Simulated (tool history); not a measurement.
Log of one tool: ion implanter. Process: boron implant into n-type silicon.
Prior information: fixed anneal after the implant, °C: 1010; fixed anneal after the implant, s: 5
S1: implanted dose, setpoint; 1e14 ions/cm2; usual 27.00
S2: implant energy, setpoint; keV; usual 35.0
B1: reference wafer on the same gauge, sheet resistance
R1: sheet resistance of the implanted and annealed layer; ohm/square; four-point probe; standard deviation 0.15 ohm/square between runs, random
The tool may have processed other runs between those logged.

Run 1, day 0.000: usual settings but S1 22.99 1e14 ions/cm2; B1 44.87. Result: R1 61.22 ohm/square.
Run 2, day 2.667: usual settings; B1 44.84. Result: R1 56.02 ohm/square.
Run 3, day 5.571: usual settings; B1 44.82. Result: R1 56.00 ohm/square.
Run 4, day 7.717: usual settings; B1 44.86. Result: R1 56.19 ohm/square.
Run 5, day 10.275: usual settings; B1 44.78. Result: R1 56.29 ohm/square.
Run 6, day 12.417: usual settings; B1 44.79. Result: R1 56.59 ohm/square.
Run 7, day 13.508: usual settings; B1 44.82. Result: R1 56.41 ohm/square.
Run 8, day 16.483: usual settings; B1 44.85. Result: R1 56.72 ohm/square.
At day 17.054: gauge calibrated.
Run 9, day 19.367: usual settings; B1 44.76. Result: R1 56.51 ohm/square.
Run 10, day 21.979: usual settings; B1 44.76. Result: R1 56.92 ohm/square.
Run 11, day 24.738: usual settings; B1 44.81. Result: R1 56.58 ohm/square.
Run 12, day 27.300: usual settings but S1 32.10 1e14 ions/cm2; B1 44.77. Result: R1 52.29 ohm/square.
At day 29.908: Faraday cup replaced and dose calibrated.
Run 13, day 30.067: usual settings but S1 32.10 1e14 ions/cm2; B1 44.79. Result: R1 51.51 ohm/square.
Run 14, day 32.758: usual settings but S1 20.06 1e14 ions/cm2, S2 38.5 keV; B1 44.81. Result: R1 65.60 ohm/square.
Run 15, day 33.888: usual settings but S1 33.89 1e14 ions/cm2, S2 31.0 keV; B1 44.84. Result: R1 52.15 ohm/square.
At day 36.071: extraction supply calibrated.
Run 16, day 36.288: usual settings but S1 30.03 1e14 ions/cm2, S2 40.5 keV; B1 44.80. Result: R1 51.23 ohm/square.
Run 17, day 39.208: usual settings but S1 19.83 1e14 ions/cm2, S2 25.0 keV; B1 44.79. Result: R1 70.98 ohm/square.
Run 18, day 40.962: usual settings; B1 44.84. Result: R1 56.32 ohm/square.
Run 19, day 43.717: usual settings but S1 31.58 1e14 ions/cm2, S2 41.0 keV; B1 44.77. Result: R1 50.09 ohm/square.
Run 20, day 46.058: usual settings but S1 30.11 1e14 ions/cm2, S2 29.0 keV; B1 44.84. Result: R1 56.13 ohm/square.
Run 21, day 48.208: usual settings but S2 46.0 keV; B1 44.79. Result: R1 53.62 ohm/square.
Run 22, day 49.842: usual settings but S1 32.87 1e14 ions/cm2, S2 24.5 keV; B1 44.82. Result: R1 57.74 ohm/square.
Run 23, day 51.762: usual settings but S2 39.5 keV; B1 44.76. Result: R1 55.54 ohm/square.
Run 24, day 54.592: usual settings; B1 44.82. Result: R1 56.83 ohm/square.
At day 57.208: Faraday cup replaced and dose calibrated.
Run 25, day 57.229: usual settings; B1 44.81. Result: R1 56.21 ohm/square.
Run 26, day 59.779: usual settings but S1 19.72 1e14 ions/cm2, S2 46.0 keV; B1 44.86. Result: R1 65.68 ohm/square.
Run 27, day 60.808: usual settings but S1 32.09 1e14 ions/cm2; B1 44.78. Result: R1 51.62 ohm/square.
Run 28, day 63.129: usual settings but S1 20.45 1e14 ions/cm2, S2 38.5 keV; B1 44.82. Result: R1 64.99 ohm/square.
Run 29, day 65.967: usual settings; B1 44.78. Result: R1 56.30 ohm/square.
Run 30, day 67.879: usual settings but S1 24.80 1e14 ions/cm2; B1 44.81. Result: R1 58.81 ohm/square.
Run 31, day 70.779: usual settings but S1 32.28 1e14 ions/cm2, S2 39.0 keV; B1 44.78. Result: R1 50.10 ohm/square.
Run 32, day 73.362: usual settings; B1 44.81. Result: R1 56.68 ohm/square.
Run 33, day 75.038: usual settings; B1 44.83. Result: R1 56.62 ohm/square.
Run 34, day 76.417: usual settings but S1 30.92 1e14 ions/cm2, S2 46.5 keV; B1 44.82. Result: R1 49.63 ohm/square.
At day 76.950: gauge calibrated.
Run 35, day 79.100: usual settings but S1 19.13 1e14 ions/cm2, S2 43.0 keV; B1 44.76. Result: R1 68.59 ohm/square.
Run 36, day 80.279: usual settings but S1 24.79 1e14 ions/cm2; B1 44.80. Result: R1 59.80 ohm/square.
Run 37, day 82.304: usual settings but S1 34.09 1e14 ions/cm2, S2 41.5 keV; B1 44.79. Result: R1 48.67 ohm/square.

Here are 4 independent what-if runs from the current tool condition. What would each one return?
Run A, day 82.321: usual settings but S2 23.5 keV; B1 ?. Result: R1 ?.
Run B, day 82.321: usual settings but S1 20.12 1e14 ions/cm2, S2 40.5 keV; B1 ?. Result: R1 ?.
Run C, day 82.321: usual settings but S1 19.90 1e14 ions/cm2, S2 42.0 keV; B1 ?. Result: R1 ?.
Run D, day 82.321: usual settings but S2 44.0 keV; B1 ?. Result: R1 ?.

run     B1     R1
  A  44.81  62.99
  B  44.81  66.55
  C  44.81  66.82
  D  44.81  54.59
Take away the tool's hidden state, keep each run's random variation, and the runs would have read:
run     R1
  A  62.22
  B  65.15
  C  65.39
  D  53.56
